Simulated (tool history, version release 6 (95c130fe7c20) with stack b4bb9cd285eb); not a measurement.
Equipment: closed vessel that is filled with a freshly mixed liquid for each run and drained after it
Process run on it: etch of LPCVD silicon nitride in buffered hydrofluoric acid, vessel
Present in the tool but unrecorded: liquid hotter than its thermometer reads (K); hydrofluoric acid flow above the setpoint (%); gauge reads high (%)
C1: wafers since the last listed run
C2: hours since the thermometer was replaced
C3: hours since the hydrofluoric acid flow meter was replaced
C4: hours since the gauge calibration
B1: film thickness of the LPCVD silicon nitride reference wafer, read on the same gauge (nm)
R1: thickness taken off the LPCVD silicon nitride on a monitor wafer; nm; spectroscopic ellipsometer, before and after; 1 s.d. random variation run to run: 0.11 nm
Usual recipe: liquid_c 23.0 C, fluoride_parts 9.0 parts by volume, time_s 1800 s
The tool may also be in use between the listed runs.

Run 1, hour 0.0: usual settings; C1 0; C2 2272.7; C3 589.2; C4 209.5; B1 30.03. Result: R1 30.00 nm.
Run 2, hour 9.2: usual settings; C1 440; C2 2281.9; C3 598.4; C4 218.7; B1 29.98. Result: R1 29.92 nm.
Run 3, hour 18.0: usual settings; C1 421; C2 2290.7; C3 607.2; C4 227.5; B1 30.07. Result: R1 29.93 nm.
Run 4, hour 31.0: usual settings; C1 622; C2 2303.7; C3 620.2; C4 240.5; B1 29.94. Result: R1 30.00 nm.
At hour 34.3: gauge calibrated.
Run 5, hour 52.4: usual settings; C1 1025; C2 2325.1; C3 641.6; C4 18.1; B1 30.00. Result: R1 29.74 nm.
Run 6, hour 67.9: usual settings; C1 742; C2 2340.6; C3 657.1; C4 33.6; B1 30.07. Result: R1 30.01 nm.
Run 7, hour 77.9: usual settings; C1 479; C2 2350.6; C3 667.1; C4 43.6; B1 29.96. Result: R1 30.10 nm.
At hour 83.3: thermometer replaced.
Run 8, hour 86.1: usual settings; C1 344; C2 2.8; C3 675.3; C4 51.8; B1 30.03. Result: R1 30.05 nm.
Run 9, hour 96.3: usual settings; C1 488; C2 13.0; C3 685.5; C4 62.0; B1 30.00. Result: R1 29.83 nm.
Run 10, hour 110.6: usual settings; C1 684; C2 27.3; C3 699.8; C4 76.3; B1 30.00. Result: R1 30.17 nm.
Run 11, hour 118.7: usual settings but liquid_c 26.0 C, time_s 1300 s; C1 387; C2 35.4; C3 707.9; C4 84.4; B1 29.94. Result: R1 25.70 nm.
Run 12, hour 133.4: usual settings but fluoride_parts 7.5 parts by volume, time_s 2125 s; C1 704; C2 50.1; C3 722.6; C4 99.1; B1 29.99. Result: R1 43.21 nm.
Run 13, hour 143.8: usual settings but fluoride_parts 7.5 parts by volume, time_s 2125 s; C1 498; C2 60.5; C3 733.0; C4 109.5; B1 29.93. Result: R1 43.44 nm.
Run 14, hour 154.9: usual settings but liquid_c 20.0 C; C1 531; C2 71.6; C3 744.1; C4 120.6; B1 29.98. Result: R1 25.60 nm.
Run 15, hour 167.1: usual settings but liquid_c 24.5 C, time_s 2515 s; C1 584; C2 83.8; C3 756.3; C4 132.8; B1 30.02. Result: R1 45.99 nm.
Run 16, hour 181.3: usual settings; C1 680; C2 98.0; C3 770.5; C4 147.0; B1 30.00. Result: R1 30.33 nm.
Run 17, hour 193.6: usual settings but fluoride_parts 6.5 parts by volume; C1 589; C2 110.3; C3 782.8; C4 159.3; B1 29.95. Result: R1 41.78 nm.
Run 18, hour 202.2: usual settings; C1 411; C2 118.9; C3 791.4; C4 167.9; B1 30.00. Result: R1 30.14 nm.
Run 19, hour 213.1: usual settings but fluoride_parts 7.5 parts by volume, time_s 870 s; C1 522; C2 129.8; C3 802.3; C4 178.8; B1 30.00. Result: R1 18.00 nm.
Run 20, hour 223.2: usual settings; C1 483; C2 139.9; C3 812.4; C4 188.9; B1 30.02. Result: R1 30.54 nm.
Run 21, hour 229.6: usual settings but liquid_c 28.0 C, fluoride_parts 10.5 parts by volume, time_s 2655 s; C1 306; C2 146.3; C3 818.8; C4 195.3; B1 30.01. Result: R1 51.86 nm.
Run 22, hour 247.4: usual settings but liquid_c 21.0 C, time_s 1410 s; C1 852; C2 164.1; C3 836.6; C4 213.1; B1 29.99. Result: R1 21.46 nm.
At hour 260.6: hydrofluoric acid flow meter replaced.
Run 23, hour 261.1: usual settings but liquid_c 19.5 C, fluoride_parts 11.0 parts by volume; C1 608; C2 177.8; C3 0.5; C4 226.8; B1 29.98. Result: R1 19.71 nm.
Run 24, hour 267.6: usual settings but liquid_c 21.0 C, fluoride_parts 6.5 parts by volume; C1 311; C2 184.3; C3 7.0; C4 233.3; B1 30.02. Result: R1 35.45 nm.
Run 25, hour 281.6: usual settings; C1 670; C2 198.3; C3 21.0; C4 247.3; B1 29.98. Result: R1 28.27 nm.
Run 26, hour 289.3: usual settings but liquid_c 25.5 C, fluoride_parts 10.0 parts by volume, time_s 1500 s; C1 368; C2 206.0; C3 28.7; C4 255.0; B1 29.98. Result: R1 25.24 nm.
At hour 290.0: gauge calibrated.
Run 27, hour 304.6: usual settings but fluoride_parts 10.5 parts by volume, time_s 1195 s; C1 732; C2 221.3; C3 44.0; C4 14.6; B1 29.98. Result: R1 16.77 nm.
Run 28, hour 315.7: usual settings but liquid_c 25.0 C, fluoride_parts 7.0 parts by volume; C1 531; C2 232.4; C3 55.1; C4 25.7; B1 29.98. Result: R1 41.49 nm.
Run 29, hour 326.9: usual settings; C1 536; C2 243.6; C3 66.3; C4 36.9; B1 29.98. Result: R1 28.28 nm.
Run 30, hour 335.6: usual settings but liquid_c 25.5 C, fluoride_parts 6.0 parts by volume; C1 416; C2 252.3; C3 75.0; C4 45.6; B1 30.04. Result: R1 48.68 nm.
Run 31, hour 350.4: usual settings but fluoride_parts 7.0 parts by volume; C1 708; C2 267.1; C3 89.8; C4 60.4; B1 29.97. Result: R1 37.49 nm.
Run 32, hour 361.1: usual settings; C1 512; C2 277.8; C3 100.5; C4 71.1; B1 30.03. Result: R1 28.42 nm.
Run 33, hour 377.6: usual settings but liquid_c 19.0 C, fluoride_parts 11.0 parts by volume, time_s 2830 s; C1 790; C2 294.3; C3 117.0; C4 87.6; B1 29.97. Result: R1 30.45 nm.

Below are 3 alternative next runs, each starting from the tool's condition after run 33. Predict each:
Run A, hour 378.7: usual settings; C1 52; C2 295.4; C3 118.1; C4 88.7; B1 ?. Result: R1 ?.
Run B, hour 378.7: usual settings but fluoride_parts 11.5 parts by volume, time_s 1130 s; C1 52; C2 295.4; C3 118.1; C4 88.7; B1 ?. Result: R1 ?.
Run C, hour 378.7: usual settings but liquid_c 21.0 C, time_s 1460 s; C1 52; C2 295.4; C3 118.1; C4 88.7; B1 ?. Result: R1 ?.

run     B1     R1
  A  29.99  28.73
  B  29.99  14.71
  C  29.99  20.87
With no hidden state in the tool, these same runs would have given:
run     R1
  A  28.35
  B  14.54
  C  20.59

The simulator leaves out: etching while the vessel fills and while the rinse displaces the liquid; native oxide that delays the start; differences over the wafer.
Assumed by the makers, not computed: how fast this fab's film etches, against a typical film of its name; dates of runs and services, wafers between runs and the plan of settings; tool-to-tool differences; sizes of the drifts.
